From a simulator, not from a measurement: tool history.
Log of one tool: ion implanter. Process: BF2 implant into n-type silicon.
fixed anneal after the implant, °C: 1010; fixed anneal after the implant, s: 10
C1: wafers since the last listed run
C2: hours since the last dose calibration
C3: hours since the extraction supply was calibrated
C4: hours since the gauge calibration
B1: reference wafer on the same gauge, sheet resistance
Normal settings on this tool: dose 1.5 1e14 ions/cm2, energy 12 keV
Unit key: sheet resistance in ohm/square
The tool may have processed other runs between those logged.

{"run": 1, "day": 0.0, "dose": 1.5, "energy": 12, "C1": 0, "C2": 251.8, "C3": 6243.7, "C4": 260.7, "B1": 622.52, "sheet resistance": 736.97}
{"run": 2, "day": 0.988, "dose": 1.5, "energy": 12, "C1": 625, "C2": 275.5, "C3": 6267.4, "C4": 284.4, "B1": 622.06, "sheet resistance": 730.56}
{"run": 3, "day": 1.492, "dose": 1.5, "energy": 12, "C1": 319, "C2": 287.6, "C3": 6279.5, "C4": 296.5, "B1": 622.18, "sheet resistance": 725.91}
{"run": 4, "day": 2.438, "dose": 1.79, "energy": 12, "C1": 599, "C2": 310.3, "C3": 6302.2, "C4": 319.2, "B1": 622.95, "sheet resistance": 623.61}
{"run": 5, "day": 3.921, "dose": 1.5, "energy": 13.5, "C1": 940, "C2": 345.9, "C3": 6337.8, "C4": 354.8, "B1": 622.21, "sheet resistance": 713.69}
{"run": 6, "day": 4.542, "dose": 1.5, "energy": 9.5, "C1": 393, "C2": 360.8, "C3": 6352.7, "C4": 369.7, "B1": 622.21, "sheet resistance": 747.06}
{"day": 4.825, "done": "gauge calibrated"}
{"run": 7, "day": 7.358, "dose": 1.5, "energy": 12, "C1": 1785, "C2": 428.4, "C3": 6420.3, "C4": 60.8, "B1": 622.24, "sheet resistance": 717.02}
{"run": 8, "day": 8.246, "dose": 1.5, "energy": 12, "C1": 562, "C2": 449.7, "C3": 6441.6, "C4": 82.1, "B1": 621.9, "sheet resistance": 717.42}
{"run": 9, "day": 9.367, "dose": 1.5, "energy": 12, "C1": 710, "C2": 476.6, "C3": 6468.5, "C4": 109, "B1": 621.79, "sheet resistance": 719.05}
{"run": 10, "day": 10.833, "dose": 1.5, "energy": 12, "C1": 929, "C2": 511.8, "C3": 6503.7, "C4": 144.2, "B1": 622.27, "sheet resistance": 711.17}
{"run": 11, "day": 11.988, "dose": 1.5, "energy": 12, "C1": 731, "C2": 539.5, "C3": 6531.4, "C4": 171.9, "B1": 621.72, "sheet resistance": 710.19}
{"run": 12, "day": 12.612, "dose": 1.5, "energy": 12, "C1": 396, "C2": 554.5, "C3": 6546.4, "C4": 186.9, "B1": 622.57, "sheet resistance": 713.67}
{"day": 13.396, "done": "Faraday cup replaced and dose calibrated"}
{"run": 13, "day": 13.738, "dose": 1.09, "energy": 12, "C1": 501, "C2": 8.2, "C3": 6573.4, "C4": 213.9, "B1": 621.98, "sheet resistance": 966.72}
{"day": 14.375, "done": "extraction supply calibrated"}
{"run": 14, "day": 14.771, "dose": 1.5, "energy": 11, "C1": 443, "C2": 33, "C3": 9.5, "C4": 238.7, "B1": 621.72, "sheet resistance": 742.29}
{"run": 15, "day": 16.208, "dose": 1.88, "energy": 14, "C1": 911, "C2": 67.5, "C3": 44, "C4": 273.2, "B1": 621.85, "sheet resistance": 587.07}
{"run": 16, "day": 18.388, "dose": 1.66, "energy": 14.5, "C1": 1381, "C2": 119.8, "C3": 96.3, "C4": 325.5, "B1": 621.49, "sheet resistance": 656.03}
{"run": 17, "day": 19.242, "dose": 1.66, "energy": 15.5, "C1": 541, "C2": 140.3, "C3": 116.8, "C4": 346, "B1": 621.5, "sheet resistance": 647.33}
{"day": 19.754, "done": "gauge calibrated"}
{"run": 18, "day": 19.871, "dose": 1.5, "energy": 12, "C1": 398, "C2": 155.4, "C3": 131.9, "C4": 2.8, "B1": 623.12, "sheet resistance": 729.85}
{"run": 19, "day": 20.858, "dose": 1.5, "energy": 15.5, "C1": 625, "C2": 179.1, "C3": 155.6, "C4": 26.5, "B1": 622.35, "sheet resistance": 703.78}
{"run": 20, "day": 21.546, "dose": 1.32, "energy": 16, "C1": 435, "C2": 195.6, "C3": 172.1, "C4": 43, "B1": 621.96, "sheet resistance": 782.74}
{"run": 21, "day": 23.042, "dose": 1.5, "energy": 12, "C1": 948, "C2": 231.5, "C3": 208, "C4": 78.9, "B1": 621.66, "sheet resistance": 728.18}
{"run": 22, "day": 23.883, "dose": 1.76, "energy": 12, "C1": 533, "C2": 251.7, "C3": 228.2, "C4": 99.1, "B1": 621.79, "sheet resistance": 628.29}
{"run": 23, "day": 25.296, "dose": 1.5, "energy": 15, "C1": 895, "C2": 285.6, "C3": 262.1, "C4": 133, "B1": 621.9, "sheet resistance": 705.8}
{"run": 24, "day": 26.171, "dose": 1.5, "energy": 12, "C1": 554, "C2": 306.6, "C3": 283.1, "C4": 154, "B1": 622.16, "sheet resistance": 721.54}
{"run": 25, "day": 27.233, "dose": 1.5, "energy": 12, "C1": 673, "C2": 332.1, "C3": 308.6, "C4": 179.5, "B1": 621.49, "sheet resistance": 723.95}

Forecast each of these 5 alternatives for the next run:
{"run": "A", "day": 27.25, "dose": 1.5, "energy": 12, "C1": 10, "C2": 332.5, "C3": 309, "C4": 179.9, "B1": "?", "sheet resistance": "?"}
{"run": "B", "day": 27.25, "dose": 1.24, "energy": 9.5, "C1": 10, "C2": 332.5, "C3": 309, "C4": 179.9, "B1": "?", "sheet resistance": "?"}
{"run": "C", "day": 27.25, "dose": 1.25, "energy": 15, "C1": 10, "C2": 332.5, "C3": 309, "C4": 179.9, "B1": "?", "sheet resistance": "?"}
{"run": "D", "day": 27.25, "dose": 1.35, "energy": 14.5, "C1": 10, "C2": 332.5, "C3": 309, "C4": 179.9, "B1": "?", "sheet resistance": "?"}
{"run": "E", "day": 27.25, "dose": 1.32, "energy": 11, "C1": 10, "C2": 332.5, "C3": 309, "C4": 179.9, "B1": "?", "sheet resistance": "?"}

run=A B1=621.8 sheet_resistance=724.51
run=B B1=621.8 sheet_resistance=882.05
run=C B1=621.8 sheet_resistance=827.5
run=D B1=621.8 sheet_resistance=776.46
run=E B1=621.8 sheet_resistance=820.07
With no hidden state in the tool, these same runs would have given:
run=A sheet_resistance=736.46
run=B sheet_resistance=896.29
run=C sheet_resistance=841.08
run=D sheet_resistance=789.32
run=E sheet_resistance=833.51

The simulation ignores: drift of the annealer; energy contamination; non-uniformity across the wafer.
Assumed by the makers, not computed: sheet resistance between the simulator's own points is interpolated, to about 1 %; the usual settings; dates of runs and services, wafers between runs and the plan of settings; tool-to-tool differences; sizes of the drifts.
